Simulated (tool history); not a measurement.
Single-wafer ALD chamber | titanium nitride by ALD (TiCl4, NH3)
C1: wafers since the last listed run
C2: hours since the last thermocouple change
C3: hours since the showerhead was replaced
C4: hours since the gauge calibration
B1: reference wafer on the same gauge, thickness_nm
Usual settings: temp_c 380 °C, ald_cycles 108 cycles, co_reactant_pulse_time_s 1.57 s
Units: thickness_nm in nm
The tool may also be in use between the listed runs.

Run 1, day 0.000: usual settings; C1 0; C2 616.8; C3 3852.0; C4 1187.0; B1 2.394. Result: thickness_nm 2.216 nm.
Run 2, day 2.104: usual settings; C1 125; C2 667.3; C3 3902.5; C4 1237.5; B1 2.400. Result: thickness_nm 2.223 nm.
Run 3, day 5.212: usual settings; C1 184; C2 741.9; C3 3977.1; C4 1312.1; B1 2.391. Result: thickness_nm 2.227 nm.
Run 4, day 8.879: usual settings; C1 217; C2 829.9; C3 4065.1; C4 1400.1; B1 2.395. Result: thickness_nm 2.224 nm.
Run 5, day 11.421: usual settings; C1 151; C2 890.9; C3 4126.1; C4 1461.1; B1 2.395. Result: thickness_nm 2.222 nm.
Run 6, day 14.388: usual settings; C1 176; C2 962.1; C3 4197.3; C4 1532.3; B1 2.391. Result: thickness_nm 2.232 nm.
Run 7, day 18.208: usual settings; C1 227; C2 1053.8; C3 4289.0; C4 1624.0; B1 2.394. Result: thickness_nm 2.211 nm.
Run 8, day 21.183: usual settings; C1 176; C2 1125.2; C3 4360.4; C4 1695.4; B1 2.392. Result: thickness_nm 2.216 nm.
Run 9, day 24.375: usual settings; C1 189; C2 1201.8; C3 4437.0; C4 1772.0; B1 2.387. Result: thickness_nm 2.237 nm.
Run 10, day 27.921: usual settings; C1 210; C2 1286.9; C3 4522.1; C4 1857.1; B1 2.388. Result: thickness_nm 2.196 nm.
Run 11, day 30.704: usual settings; C1 165; C2 1353.7; C3 4588.9; C4 1923.9; B1 2.378. Result: thickness_nm 2.214 nm.
Run 12, day 34.617: usual settings; C1 232; C2 1447.6; C3 4682.8; C4 2017.8; B1 2.375. Result: thickness_nm 2.193 nm.
Run 13, day 37.200: usual settings; C1 153; C2 1509.6; C3 4744.8; C4 2079.8; B1 2.382. Result: thickness_nm 2.193 nm.
At day 37.258: gauge calibrated.
At day 37.850: thermocouple changed; heater temperature recalibrated.
Run 14, day 40.275: usual settings but temp_c 375 °C; C1 162; C2 58.2; C3 4818.6; C4 72.4; B1 2.444. Result: thickness_nm 2.227 nm.
Run 15, day 41.946: usual settings but temp_c 372 °C, ald_cycles 95 cycles, co_reactant_pulse_time_s 1.83 s; C1 99; C2 98.3; C3 4858.7; C4 112.5; B1 2.439. Result: thickness_nm 2.002 nm.
Run 16, day 45.321: usual settings; C1 200; C2 179.3; C3 4939.7; C4 193.5; B1 2.432. Result: thickness_nm 2.277 nm.
Run 17, day 49.696: usual settings; C1 260; C2 284.3; C3 5044.7; C4 298.5; B1 2.433. Result: thickness_nm 2.265 nm.
Run 18, day 53.638: usual settings but temp_c 391 °C, ald_cycles 94 cycles, co_reactant_pulse_time_s 2.19 s; C1 234; C2 378.9; C3 5139.3; C4 393.1; B1 2.432. Result: thickness_nm 2.024 nm.
Run 19, day 57.775: usual settings but temp_c 393 °C, co_reactant_pulse_time_s 1.11 s; C1 245; C2 478.2; C3 5238.6; C4 492.4; B1 2.426. Result: thickness_nm 2.262 nm.
Run 20, day 60.254: usual settings but temp_c 393 °C; C1 147; C2 537.7; C3 5298.1; C4 551.9; B1 2.424. Result: thickness_nm 2.298 nm.
At day 64.325: showerhead replaced.
Run 21, day 66.983: usual settings but temp_c 394 °C, ald_cycles 89 cycles, co_reactant_pulse_time_s 1.38 s; C1 380; C2 699.2; C3 63.8; C4 713.4; B1 2.421. Result: thickness_nm 1.864 nm.
Run 22, day 68.500: usual settings; C1 90; C2 735.6; C3 100.2; C4 749.8; B1 2.422. Result: thickness_nm 2.249 nm.
Run 23, day 70.375: usual settings but ald_cycles 126 cycles; C1 111; C2 780.6; C3 145.2; C4 794.8; B1 2.419. Result: thickness_nm 2.629 nm.
Run 24, day 73.721: usual settings but temp_c 390 °C, co_reactant_pulse_time_s 1.17 s; C1 198; C2 860.9; C3 225.5; C4 875.1; B1 2.417. Result: thickness_nm 2.231 nm.
Run 25, day 76.821: usual settings but temp_c 375 °C, ald_cycles 129 cycles; C1 184; C2 935.3; C3 299.9; C4 949.5; B1 2.420. Result: thickness_nm 2.664 nm.
Run 26, day 80.179: usual settings but temp_c 391 °C, ald_cycles 118 cycles; C1 199; C2 1015.9; C3 380.5; C4 1030.1; B1 2.415. Result: thickness_nm 2.485 nm.
Run 27, day 82.221: usual settings but ald_cycles 121 cycles; C1 121; C2 1064.9; C3 429.5; C4 1079.1; B1 2.419. Result: thickness_nm 2.480 nm.
Run 28, day 85.475: usual settings but temp_c 365 °C; C1 193; C2 1143.0; C3 507.6; C4 1157.2; B1 2.411. Result: thickness_nm 2.171 nm.
Run 29, day 88.229: usual settings but temp_c 393 °C, co_reactant_pulse_time_s 1.18 s; C1 163; C2 1209.1; C3 573.7; C4 1223.3; B1 2.408. Result: thickness_nm 2.247 nm.

5 ways to go on from here, each from the tool as it stands after run 29. What would each give?
Run A, day 88.254: usual settings but temp_c 394 °C; C1 1; C2 1209.7; C3 574.3; C4 1223.9; B1 ?. Result: thickness_nm ?.
Run B, day 88.254: usual settings but temp_c 373 °C, ald_cycles 114 cycles, co_reactant_pulse_time_s 1.94 s; C1 1; C2 1209.7; C3 574.3; C4 1223.9; B1 ?. Result: thickness_nm ?.
Run C, day 88.254: usual settings but ald_cycles 102 cycles, co_reactant_pulse_time_s 1.25 s; C1 1; C2 1209.7; C3 574.3; C4 1223.9; B1 ?. Result: thickness_nm ?.
Run D, day 88.254: usual settings but temp_c 375 °C, ald_cycles 130 cycles, co_reactant_pulse_time_s 1.99 s; C1 1; C2 1209.7; C3 574.3; C4 1223.9; B1 ?. Result: thickness_nm ?.
Run E, day 88.254: usual settings but temp_c 393 °C, ald_cycles 122 cycles; C1 1; C2 1209.7; C3 574.3; C4 1223.9; B1 ?. Result: thickness_nm ?.

run     B1  thickness_nm
  A  2.401         2.272
  B  2.401         2.361
  C  2.401         2.076
  D  2.401         2.708
  E  2.401         2.563
Without the tool's hidden state the same runs would have given:
run  thickness_nm
  A         2.302
  B         2.392
  C         2.103
  D         2.743
  E         2.597
